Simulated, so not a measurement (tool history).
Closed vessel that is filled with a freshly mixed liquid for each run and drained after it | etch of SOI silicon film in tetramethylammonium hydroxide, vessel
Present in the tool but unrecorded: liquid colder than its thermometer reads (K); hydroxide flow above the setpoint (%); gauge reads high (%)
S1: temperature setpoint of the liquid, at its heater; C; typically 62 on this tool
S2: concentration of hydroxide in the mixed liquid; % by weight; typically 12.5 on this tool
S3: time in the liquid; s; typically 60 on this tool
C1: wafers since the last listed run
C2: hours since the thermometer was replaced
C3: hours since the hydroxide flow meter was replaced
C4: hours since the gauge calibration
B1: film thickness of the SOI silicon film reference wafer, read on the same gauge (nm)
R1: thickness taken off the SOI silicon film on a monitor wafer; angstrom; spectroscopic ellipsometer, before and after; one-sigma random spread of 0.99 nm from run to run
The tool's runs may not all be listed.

run 1 day=0 | S1=64 S2=12.5 S3=60 | C1=0 C2=470.5 C3=2076.9 C4=734 | B1=100 | R1=2902.9
run 2 day=1.262 | S1=64 S2=12.5 S3=60 | C1=4458 C2=500.8 C3=2107.2 C4=764.3 | B1=100.02 | R1=2873.8
run 3 day=3.383 | S1=62 S2=12.5 S3=60 | C1=7490 C2=551.7 C3=2158.1 C4=815.2 | B1=100.02 | R1=2563.1
run 4 day=5.858 | S1=62 S2=12.5 S3=60 | C1=8740 C2=611.1 C3=2217.5 C4=874.6 | B1=99.99 | R1=2544.9
run 5 day=7.958 | S1=62 S2=12.5 S3=60 | C1=7416 C2=661.5 C3=2267.9 C4=925 | B1=100.01 | R1=2558.4
run 6 day=9.825 | S1=62 S2=12.5 S3=60 | C1=6592 C2=706.3 C3=2312.7 C4=969.8 | B1=100.01 | R1=2551.7
run 7 day=11.179 | S1=62 S2=12.5 S3=60 | C1=4782 C2=738.8 C3=2345.2 C4=1002.3 | B1=99.99 | R1=2547.5
run 8 day=13.017 | S1=62 S2=12.5 S3=60 | C1=6489 C2=782.9 C3=2389.3 C4=1046.4 | B1=100 | R1=2553.5
run 9 day=15.346 | S1=62 S2=12.5 S3=60 | C1=8225 C2=838.8 C3=2445.2 C4=1102.3 | B1=100.01 | R1=2547.5
run 10 day=18.046 | S1=62 S2=10.5 S3=45 | C1=9535 C2=903.6 C3=2510 C4=1167.1 | B1=100 | R1=2068.3
run 11 day=20.996 | S1=62 S2=12.5 S3=60 | C1=10418 C2=974.4 C3=2580.8 C4=1237.9 | B1=100 | R1=2536.1
run 12 day=22.658 | S1=62 S2=9.5 S3=85 | C1=5871 C2=1014.3 C3=2620.7 C4=1277.8 | B1=99.98 | R1=4032.3
-- day=24.192 gauge calibrated
run 13 day=25.583 | S1=62 S2=12.5 S3=60 | C1=10330 C2=1084.5 C3=2690.9 C4=33.4 | B1=100 | R1=2535.6
run 14 day=26.867 | S1=62 S2=12.5 S3=60 | C1=4532 C2=1115.3 C3=2721.7 C4=64.2 | B1=100 | R1=2522.4
-- day=31.633 hydroxide flow meter replaced
-- day=32.854 thermometer replaced
run 15 day=33.388 | S1=64 S2=12.5 S3=60 | C1=22734 C2=12.8 C3=42.1 C4=220.7 | B1=100.01 | R1=3046.1
run 16 day=35.042 | S1=59 S2=12.5 S3=85 | C1=5841 C2=52.5 C3=81.8 C4=260.4 | B1=100 | R1=3148.3
run 17 day=37.762 | S1=62 S2=14 S3=60 | C1=9608 C2=117.8 C3=147.1 C4=325.7 | B1=100 | R1=2530.8
run 18 day=40.179 | S1=62 S2=16 S3=30 | C1=8534 C2=175.8 C3=205.1 C4=383.7 | B1=99.99 | R1=1196.5
run 19 day=42.242 | S1=62 S2=15.5 S3=30 | C1=7283 C2=225.3 C3=254.6 C4=433.2 | B1=100.01 | R1=1202.9
run 20 day=44.212 | S1=57.5 S2=12.5 S3=60 | C1=6960 C2=272.6 C3=301.9 C4=480.5 | B1=99.99 | R1=2019.8
run 21 day=46.233 | S1=62 S2=12.5 S3=60 | C1=7136 C2=321.1 C3=350.4 C4=529 | B1=100 | R1=2666.6
run 22 day=47.908 | S1=68 S2=10 S3=35 | C1=5915 C2=361.3 C3=390.6 C4=569.2 | B1=99.99 | R1=2428.9
run 23 day=49.067 | S1=62 S2=9 S3=80 | C1=4090 C2=389.1 C3=418.4 C4=597 | B1=100.01 | R1=4022.9
run 24 day=51.846 | S1=62 S2=9 S3=60 | C1=9814 C2=455.8 C3=485.1 C4=663.7 | B1=100 | R1=3011.2

Alternative continuations, all from the tool just after run 24; predict every row:
run A day=51.875 | S1=62 S2=12.5 S3=60 | C1=103 C2=456.5 C3=485.8 C4=664.4 | B1=? | R1=?
run B day=51.875 | S1=66.5 S2=12.5 S3=60 | C1=103 C2=456.5 C3=485.8 C4=664.4 | B1=? | R1=?
run C day=51.875 | S1=59 S2=16 S3=30 | C1=103 C2=456.5 C3=485.8 C4=664.4 | B1=? | R1=?
run D day=51.875 | S1=57 S2=12.5 S3=40 | C1=103 C2=456.5 C3=485.8 C4=664.4 | B1=? | R1=?
run E day=51.875 | S1=67 S2=12.5 S3=40 | C1=103 C2=456.5 C3=485.8 C4=664.4 | B1=? | R1=?

run=A B1=99.99 R1=2644.7
run=B B1=99.99 R1=3475.8
run=C B1=99.99 R1=983.7
run=D B1=99.99 R1=1288.4
run=E B1=99.99 R1=2387.6
With the hidden condition removed and each run's random variation left untouched, the same runs would have given:
run=A R1=2673
run=B R1=3513.1
run=C R1=992.1
run=D R1=1302.2
run=E R1=2413.2

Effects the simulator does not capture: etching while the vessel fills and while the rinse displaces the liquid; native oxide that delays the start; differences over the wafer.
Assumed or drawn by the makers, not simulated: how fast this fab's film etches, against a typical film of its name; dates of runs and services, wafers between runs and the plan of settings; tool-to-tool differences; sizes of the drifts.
